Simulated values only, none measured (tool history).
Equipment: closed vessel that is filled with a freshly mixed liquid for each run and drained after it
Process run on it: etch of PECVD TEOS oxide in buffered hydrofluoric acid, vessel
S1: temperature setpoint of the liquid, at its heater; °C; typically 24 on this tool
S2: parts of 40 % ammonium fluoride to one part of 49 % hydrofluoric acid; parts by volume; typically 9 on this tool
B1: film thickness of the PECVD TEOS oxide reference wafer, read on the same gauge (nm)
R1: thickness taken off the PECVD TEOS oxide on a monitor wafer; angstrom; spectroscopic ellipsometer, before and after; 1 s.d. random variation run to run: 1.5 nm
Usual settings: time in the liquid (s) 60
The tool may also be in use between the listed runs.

run 1 hour=0 | S1=24 S2=9 time_in_the_liquid_(s)=60 | B1=79.99 | R1=2396
run 2 hour=50.3 | S1=24 S2=9 time_in_the_liquid_(s)=60 | B1=80.02 | R1=2412
run 3 hour=136.1 | S1=24 S2=9 time_in_the_liquid_(s)=60 | B1=80.02 | R1=2412.9
run 4 hour=187.4 | S1=26 S2=9 time_in_the_liquid_(s)=60 | B1=80 | R1=2723
run 5 hour=231.5 | S1=26 S2=9 time_in_the_liquid_(s)=60 | B1=80.01 | R1=2749
run 6 hour=300.9 | S1=26 S2=9 time_in_the_liquid_(s)=60 | B1=80.01 | R1=2717.8
run 7 hour=370.3 | S1=24 S2=9 time_in_the_liquid_(s)=75 | B1=79.99 | R1=3039.4
run 8 hour=398.8 | S1=24 S2=9 time_in_the_liquid_(s)=60 | B1=80.03 | R1=2454.9
run 9 hour=424.3 | S1=24 S2=9 time_in_the_liquid_(s)=60 | B1=80.01 | R1=2438.6
-- hour=439.1 thermometer replaced
run 10 hour=476.5 | S1=24 S2=11 time_in_the_liquid_(s)=45 | B1=80 | R1=1572.2
run 11 hour=546.8 | S1=25.5 S2=10.5 time_in_the_liquid_(s)=85 | B1=80 | R1=3379.1
run 12 hour=601.7 | S1=24 S2=9 time_in_the_liquid_(s)=60 | B1=79.99 | R1=2453.5
-- hour=637.4 hydrofluoric acid flow meter replaced
-- hour=651.1 gauge calibrated
run 13 hour=671.5 | S1=24 S2=9 time_in_the_liquid_(s)=60 | B1=80.02 | R1=2352.1
run 14 hour=733.3 | S1=28 S2=11.5 time_in_the_liquid_(s)=60 | B1=80.01 | R1=2398.2
run 15 hour=917.9 | S1=24 S2=9 time_in_the_liquid_(s)=30 | B1=79.98 | R1=1181.3
run 16 hour=966.7 | S1=22 S2=7.5 time_in_the_liquid_(s)=50 | B1=80.01 | R1=2170.9
run 17 hour=992.6 | S1=19 S2=12.5 time_in_the_liquid_(s)=45 | B1=80 | R1=1025.3
run 18 hour=1048.8 | S1=20 S2=11.5 time_in_the_liquid_(s)=80 | B1=80.01 | R1=2049.8

State the hidden condition of the tool at each of the runs:
liquid colder than its thermometer reads (K): 0 in every run
gauge reads high (%): 0 in every run
H1: hydrofluoric acid flow above the setpoint (%)
run=1 H1=3.73
run=2 H1=3.92
run=3 H1=4.25
run=4 H1=4.45
run=5 H1=4.62
run=6 H1=4.89
run=7 H1=5.16
run=8 H1=5.27
run=9 H1=5.36
run=10 H1=5.56
run=11 H1=5.84
run=12 H1=6.05
run=13 H1=0.607
run=14 H1=0.845
run=15 H1=1.56
run=16 H1=1.74
run=17 H1=1.84
run=18 H1=2.06

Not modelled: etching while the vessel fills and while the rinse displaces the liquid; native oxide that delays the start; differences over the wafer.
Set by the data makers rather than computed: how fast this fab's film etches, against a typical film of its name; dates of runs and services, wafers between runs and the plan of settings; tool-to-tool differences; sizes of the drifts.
